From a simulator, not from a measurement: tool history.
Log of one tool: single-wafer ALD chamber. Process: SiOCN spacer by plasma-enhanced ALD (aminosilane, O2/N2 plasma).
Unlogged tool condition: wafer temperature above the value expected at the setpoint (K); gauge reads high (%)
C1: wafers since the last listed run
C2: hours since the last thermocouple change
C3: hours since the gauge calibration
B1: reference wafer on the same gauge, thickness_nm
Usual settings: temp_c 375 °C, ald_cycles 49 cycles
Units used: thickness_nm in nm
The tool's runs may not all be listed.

Run 1, hour 0: usual settings but ald_cycles 52 cycles; C1 0; C2 2330.6; C3 927.8; B1 3.333. Result: thickness_nm 3.291 nm.
Run 2, hour 20.7: usual settings but temp_c 380 °C; C1 156; C2 2351.3; C3 948.5; B1 3.333. Result: thickness_nm 3.102 nm.
Run 3, hour 56.4: usual settings but ald_cycles 54 cycles; C1 269; C2 2387; C3 984.2; B1 3.333. Result: thickness_nm 3.431 nm.
Run 4, hour 74.3: usual settings; C1 135; C2 2404.9; C3 1002.1; B1 3.336. Result: thickness_nm 3.114 nm.
Run 5, hour 99.6: usual settings; C1 191; C2 2430.2; C3 1027.4; B1 3.334. Result: thickness_nm 3.107 nm.
Run 6, hour 126.5: usual settings but temp_c 363 °C, ald_cycles 56 cycles; C1 203; C2 2457.1; C3 1054.3; B1 3.335. Result: thickness_nm 3.564 nm.
Run 7, hour 158.8: usual settings but ald_cycles 44 cycles; C1 243; C2 2489.4; C3 1086.6; B1 3.339. Result: thickness_nm 2.785 nm.
Run 8, hour 191: usual settings but ald_cycles 44 cycles; C1 243; C2 2521.6; C3 1118.8; B1 3.34. Result: thickness_nm 2.789 nm.
Run 9, hour 294.2: usual settings; C1 779; C2 2624.8; C3 1222; B1 3.347. Result: thickness_nm 3.124 nm.
Run 10, hour 364.3: usual settings; C1 529; C2 2694.9; C3 1292.1; B1 3.354. Result: thickness_nm 3.126 nm.
Run 11, hour 380.2: usual settings but ald_cycles 42 cycles; C1 120; C2 2710.8; C3 1308; B1 3.353. Result: thickness_nm 2.669 nm.
Run 12, hour 413.5: usual settings but ald_cycles 42 cycles; C1 251; C2 2744.1; C3 1341.3; B1 3.355. Result: thickness_nm 2.665 nm.
At hour 434.3: thermocouple changed; heater temperature recalibrated.
Run 13, hour 456.4: usual settings but ald_cycles 42 cycles; C1 263; C2 22.1; C3 1384.2; B1 3.357. Result: thickness_nm 2.685 nm.
Run 14, hour 475.7: usual settings; C1 145; C2 41.4; C3 1403.5; B1 3.359. Result: thickness_nm 3.133 nm.
Run 15, hour 507: usual settings; C1 236; C2 72.7; C3 1434.8; B1 3.359. Result: thickness_nm 3.139 nm.
Run 16, hour 523.7: usual settings but ald_cycles 56 cycles; C1 126; C2 89.4; C3 1451.5; B1 3.36. Result: thickness_nm 3.571 nm.
Run 17, hour 542.8: usual settings but ald_cycles 56 cycles; C1 144; C2 108.5; C3 1470.6; B1 3.359. Result: thickness_nm 3.571 nm.
Run 18, hour 578: usual settings but ald_cycles 56 cycles; C1 265; C2 143.7; C3 1505.8; B1 3.363. Result: thickness_nm 3.571 nm.
Run 19, hour 599: usual settings but ald_cycles 43 cycles; C1 158; C2 164.7; C3 1526.8; B1 3.367. Result: thickness_nm 2.745 nm.
Run 20, hour 623.1: usual settings but ald_cycles 43 cycles; C1 181; C2 188.8; C3 1550.9; B1 3.365. Result: thickness_nm 2.746 nm.
Run 21, hour 644.5: usual settings; C1 161; C2 210.2; C3 1572.3; B1 3.366. Result: thickness_nm 3.132 nm.
Run 22, hour 666.6: usual settings but temp_c 382 °C; C1 166; C2 232.3; C3 1594.4; B1 3.366. Result: thickness_nm 3.128 nm.
Run 23, hour 700.1: usual settings but ald_cycles 45 cycles; C1 252; C2 265.8; C3 1627.9; B1 3.37. Result: thickness_nm 2.881 nm.
Run 24, hour 733.5: usual settings but temp_c 362 °C, ald_cycles 55 cycles; C1 252; C2 299.2; C3 1661.3; B1 3.375. Result: thickness_nm 3.529 nm.
At hour 740.2: gauge calibrated.
Run 25, hour 756.4: usual settings but temp_c 371 °C, ald_cycles 43 cycles; C1 172; C2 322.1; C3 16.2; B1 3.276. Result: thickness_nm 2.673 nm.
Run 26, hour 785.5: usual settings but temp_c 385 °C, ald_cycles 58 cycles; C1 219; C2 351.2; C3 45.3; B1 3.278. Result: thickness_nm 3.61 nm.
Run 27, hour 803.6: usual settings but temp_c 385 °C; C1 136; C2 369.3; C3 63.4; B1 3.28. Result: thickness_nm 3.062 nm.
Run 28, hour 833.4: usual settings but temp_c 363 °C, ald_cycles 57 cycles; C1 225; C2 399.1; C3 93.2; B1 3.283. Result: thickness_nm 3.535 nm.
Run 29, hour 855.8: usual settings but temp_c 384 °C, ald_cycles 53 cycles; C1 169; C2 421.5; C3 115.6; B1 3.281. Result: thickness_nm 3.32 nm.
Run 30, hour 874.7: usual settings; C1 142; C2 440.4; C3 134.5; B1 3.285. Result: thickness_nm 3.058 nm.
Run 31, hour 888.6: usual settings but temp_c 380 °C, ald_cycles 59 cycles; C1 104; C2 454.3; C3 148.4; B1 3.286. Result: thickness_nm 3.683 nm.
Run 32, hour 940.5: usual settings but temp_c 379 °C; C1 391; C2 506.2; C3 200.3; B1 3.289. Result: thickness_nm 3.059 nm.
Run 33, hour 965.9: usual settings but temp_c 368 °C; C1 191; C2 531.6; C3 225.7; B1 3.286. Result: thickness_nm 3.051 nm.
Run 34, hour 998.5: usual settings but ald_cycles 40 cycles; C1 246; C2 564.2; C3 258.3; B1 3.287. Result: thickness_nm 2.511 nm.
Run 35, hour 1040.1: usual settings but temp_c 389 °C; C1 314; C2 605.8; C3 299.9; B1 3.292. Result: thickness_nm 3.048 nm.
Run 36, hour 1054.5: usual settings but temp_c 385 °C, ald_cycles 40 cycles; C1 108; C2 620.2; C3 314.3; B1 3.294. Result: thickness_nm 2.503 nm.
Run 37, hour 1080.3: usual settings; C1 194; C2 646; C3 340.1; B1 3.294. Result: thickness_nm 3.075 nm.
Run 38, hour 1111.9: usual settings but ald_cycles 58 cycles; C1 238; C2 677.6; C3 371.7; B1 3.297. Result: thickness_nm 3.647 nm.
Run 39, hour 1143.6: usual settings but temp_c 362 °C, ald_cycles 39 cycles; C1 239; C2 709.3; C3 403.4; B1 3.3. Result: thickness_nm 2.447 nm.
Run 40, hour 1167.7: usual settings but temp_c 383 °C, ald_cycles 54 cycles; C1 181; C2 733.4; C3 427.5; B1 3.299. Result: thickness_nm 3.375 nm.
Run 41, hour 1191.2: usual settings but temp_c 362 °C, ald_cycles 52 cycles; C1 177; C2 756.9; C3 451; B1 3.301. Result: thickness_nm 3.251 nm.
Run 42, hour 1215.5: usual settings but temp_c 387 °C; C1 183; C2 781.2; C3 475.3; B1 3.303. Result: thickness_nm 3.076 nm.
Run 43, hour 1243.1: usual settings; C1 208; C2 808.8; C3 502.9; B1 3.303. Result: thickness_nm 3.087 nm.
Run 44, hour 1258.7: usual settings but ald_cycles 52 cycles; C1 117; C2 824.4; C3 518.5; B1 3.305. Result: thickness_nm 3.265 nm.
Run 45, hour 1291.5: usual settings but temp_c 369 °C; C1 247; C2 857.2; C3 551.3; B1 3.311. Result: thickness_nm 3.078 nm.
Run 46, hour 1305.8: usual settings but temp_c 365 °C, ald_cycles 46 cycles; C1 107; C2 871.5; C3 565.6; B1 3.306. Result: thickness_nm 2.897 nm.
Run 47, hour 1323.4: usual settings but temp_c 389 °C; C1 132; C2 889.1; C3 583.2; B1 3.311. Result: thickness_nm 3.085 nm.
Run 48, hour 1356: usual settings but temp_c 380 °C, ald_cycles 47 cycles; C1 246; C2 921.7; C3 615.8; B1 3.312. Result: thickness_nm 2.955 nm.

Hidden state at the last listed run before each entry between runs and at the first one after, where it differs:
Run 12 -> run 13: thermocouple changed; heater temperature recalibrated (hour 434.3)
  gauge reads high (%): 2.57 -> 2.64
  what was measured, less what the result would be without the hidden state, thickness_nm: +0.067 -> +0.069 nm
Run 24 -> run 25: gauge calibrated (hour 740.2)
  gauge reads high (%): 3.13 -> 0.195
  what was measured, less what the result would be without the hidden state, thickness_nm: +0.107 -> +0.005 nm
